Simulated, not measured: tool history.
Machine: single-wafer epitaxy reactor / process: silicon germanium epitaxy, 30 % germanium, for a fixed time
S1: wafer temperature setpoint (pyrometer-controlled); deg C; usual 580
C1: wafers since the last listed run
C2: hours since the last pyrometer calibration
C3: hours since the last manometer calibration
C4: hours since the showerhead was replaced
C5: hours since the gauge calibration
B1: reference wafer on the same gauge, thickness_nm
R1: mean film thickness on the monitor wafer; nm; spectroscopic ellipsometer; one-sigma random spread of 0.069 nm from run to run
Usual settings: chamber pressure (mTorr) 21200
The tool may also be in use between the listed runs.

Run 1, day 0: usual settings; C1 0; C2 1500.7; C3 1853.4; C4 2775.6; C5 57.1; B1 54.417. Result: R1 52.189 nm.
Run 2, day 0.317: usual settings; C1 87; C2 1508.3; C3 1861; C4 2783.2; C5 64.7; B1 54.402. Result: R1 52.1 nm.
Run 3, day 0.85: usual settings; C1 146; C2 1521.1; C3 1873.8; C4 2796; C5 77.5; B1 54.411. Result: R1 52.111 nm.
Run 4, day 1.221: usual settings but chamber pressure (mTorr) 24600; C1 102; C2 1530; C3 1882.7; C4 2804.9; C5 86.4; B1 54.413. Result: R1 55.514 nm.
Run 5, day 1.871: usual settings but chamber pressure (mTorr) 24600; C1 178; C2 1545.6; C3 1898.3; C4 2820.5; C5 102; B1 54.424. Result: R1 55.357 nm.
Run 6, day 2.242: usual settings but chamber pressure (mTorr) 24600; C1 102; C2 1554.5; C3 1907.2; C4 2829.4; C5 110.9; B1 54.393. Result: R1 55.378 nm.
Run 7, day 2.658: usual settings but S1 573 deg C; C1 114; C2 1564.5; C3 1917.2; C4 2839.4; C5 120.9; B1 54.373. Result: R1 44.625 nm.
Run 8, day 3.138: usual settings but S1 573 deg C; C1 131; C2 1576; C3 1928.7; C4 2850.9; C5 132.4; B1 54.413. Result: R1 44.812 nm.
Run 9, day 3.708: usual settings but S1 573 deg C; C1 157; C2 1589.7; C3 1942.4; C4 2864.6; C5 146.1; B1 54.39. Result: R1 44.759 nm.
At day 4.729: showerhead replaced.
Run 10, day 4.75: usual settings; C1 194; C2 1614.7; C3 1967.4; C4 0.5; C5 171.1; B1 54.394. Result: R1 52.107 nm.
Run 11, day 5.162: usual settings; C1 113; C2 1624.6; C3 1977.3; C4 10.4; C5 181; B1 54.398. Result: R1 52.107 nm.
Run 12, day 5.796: usual settings but S1 589 deg C, chamber pressure (mTorr) 19000; C1 174; C2 1639.8; C3 1992.5; C4 25.6; C5 196.2; B1 54.398. Result: R1 60.304 nm.
Run 13, day 6.133: usual settings but S1 589 deg C, chamber pressure (mTorr) 19000; C1 92; C2 1647.9; C3 2000.6; C4 33.7; C5 204.3; B1 54.41. Result: R1 60.308 nm.
Run 14, day 6.571: usual settings but S1 569 deg C, chamber pressure (mTorr) 22900; C1 120; C2 1658.4; C3 2011.1; C4 44.2; C5 214.8; B1 54.425. Result: R1 42.341 nm.
Run 15, day 7.112: usual settings; C1 149; C2 1671.4; C3 2024.1; C4 57.2; C5 227.8; B1 54.41. Result: R1 52.149 nm.
Run 16, day 7.712: usual settings but S1 570 deg C; C1 165; C2 1685.8; C3 2038.5; C4 71.6; C5 242.2; B1 54.399. Result: R1 41.98 nm.
Run 17, day 7.996: usual settings but S1 565 deg C, chamber pressure (mTorr) 24400; C1 77; C2 1692.6; C3 2045.3; C4 78.4; C5 249; B1 54.403. Result: R1 39.799 nm.
At day 8.45: capacitance manometer re-zeroed and calibrated.
Run 18, day 8.471: usual settings but S1 589 deg C, chamber pressure (mTorr) 19500; C1 38; C2 1704; C3 0.5; C4 89.8; C5 260.4; B1 54.392. Result: R1 58.453 nm.
At day 8.958: pyrometer calibrated.
Run 19, day 8.979: usual settings; C1 48; C2 0.5; C3 12.7; C4 102; C5 272.6; B1 54.379. Result: R1 45.197 nm.
Run 20, day 9.262: usual settings but S1 595 deg C; C1 77; C2 7.3; C3 19.5; C4 108.8; C5 279.4; B1 54.42. Result: R1 62.326 nm.
Run 21, day 9.7: usual settings but S1 566 deg C, chamber pressure (mTorr) 17400; C1 120; C2 17.8; C3 30; C4 119.3; C5 289.9; B1 54.423. Result: R1 30.55 nm.
Run 22, day 10.217: usual settings but S1 573 deg C, chamber pressure (mTorr) 16800; C1 142; C2 30.2; C3 42.4; C4 131.7; C5 302.3; B1 54.394. Result: R1 35.337 nm.
Run 23, day 10.688: usual settings but S1 593 deg C, chamber pressure (mTorr) 23700; C1 129; C2 41.5; C3 53.7; C4 143; C5 313.6; B1 54.414. Result: R1 63.202 nm.
At day 10.771: gauge calibrated.
Run 24, day 10.946: usual settings but S1 593 deg C; C1 71; C2 47.7; C3 59.9; C4 149.2; C5 4.2; B1 54.415. Result: R1 60.379 nm.
Run 25, day 13.117: usual settings but S1 586 deg C; C1 597; C2 99.8; C3 112; C4 201.3; C5 56.3; B1 54.417. Result: R1 52.585 nm.
Run 26, day 13.608: usual settings but chamber pressure (mTorr) 24100; C1 135; C2 111.6; C3 123.8; C4 213.1; C5 68.1; B1 54.411. Result: R1 49.066 nm.
Run 27, day 14.204: usual settings but chamber pressure (mTorr) 17300; C1 163; C2 125.9; C3 138.1; C4 227.4; C5 82.4; B1 54.39. Result: R1 42.505 nm.

For each run, what was the tool's unlogged condition?
gauge reads high (%): 0 at every run
H1: wafer temperature above the value expected at the setpoint (K)
H2: true pressure above the setpoint (%)
run       H1      H2
  1     4.17    8.46
  2     4.18    8.46
  3     4.18    8.48
  4     4.19    8.49
  5      4.2     8.5
  6      4.2    8.51
  7     4.21    8.52
  8     4.21    8.53
  9     4.22    8.54
 10     4.23    8.56
 11     4.24    8.57
 12     4.24    8.58
 13     4.25    8.59
 14     4.25     8.6
 15     4.26    8.61
 16     4.26    8.62
 17     4.27    8.62
 18     4.27   -1.52
 19    -0.41   -1.39
 20   -0.352   -1.32
 21   -0.263   -1.21
 22    -0.16   -1.08
 23  -0.0683  -0.961
 24  -0.0187  -0.898
 25    0.377  -0.386
 26    0.461  -0.275
 27    0.561  -0.143
